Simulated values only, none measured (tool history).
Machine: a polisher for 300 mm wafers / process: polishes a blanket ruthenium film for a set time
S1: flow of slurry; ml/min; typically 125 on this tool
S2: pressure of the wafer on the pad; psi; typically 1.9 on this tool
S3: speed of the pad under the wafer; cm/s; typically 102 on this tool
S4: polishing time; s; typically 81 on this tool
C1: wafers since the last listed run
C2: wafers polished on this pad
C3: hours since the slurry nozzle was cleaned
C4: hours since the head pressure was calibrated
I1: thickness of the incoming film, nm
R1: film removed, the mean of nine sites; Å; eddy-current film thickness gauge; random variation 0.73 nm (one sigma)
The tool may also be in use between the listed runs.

run     day   S1   S2   S3  S4   C1    C2     C3     C4     I1   R1
  1       0  125  1.9  102  81    0   430  127.2  289.3  329.6  777
        5.3  -- worn pad replaced by a new one
      5.742  -- slurry nozzle cleaned
  2   5.929  125  1.9  102  81  822    84    4.5  431.6  331.7  800
  3   7.646  125  1.9  102  81  246   331   45.7  472.8  328.2  782
  4   10.75  105  1.9  102  81  446   777  120.2  547.3  333.5  710
  5   15.25  105  1.9  102  81  647  1425  228.2  655.3  332.8  669
     15.446  -- worn pad replaced by a new one
     15.525  -- head pressure recalibrated
      15.55  -- slurry nozzle cleaned
  6  16.979  125  1.9  102  81  209   205   34.3   34.9  329.3  793
  7  19.996  125  1.9  102  81  433   639  106.7  107.3  329.6  765

Estimate the outcome of run 8 from the log above:
  8  22.833  105  1.9  102  81  408  1047  174.8  175.4  332.3   ?

R1: 689 Å
The same run, on a tool lacking any hidden state, would have yielded R1 755 Å.
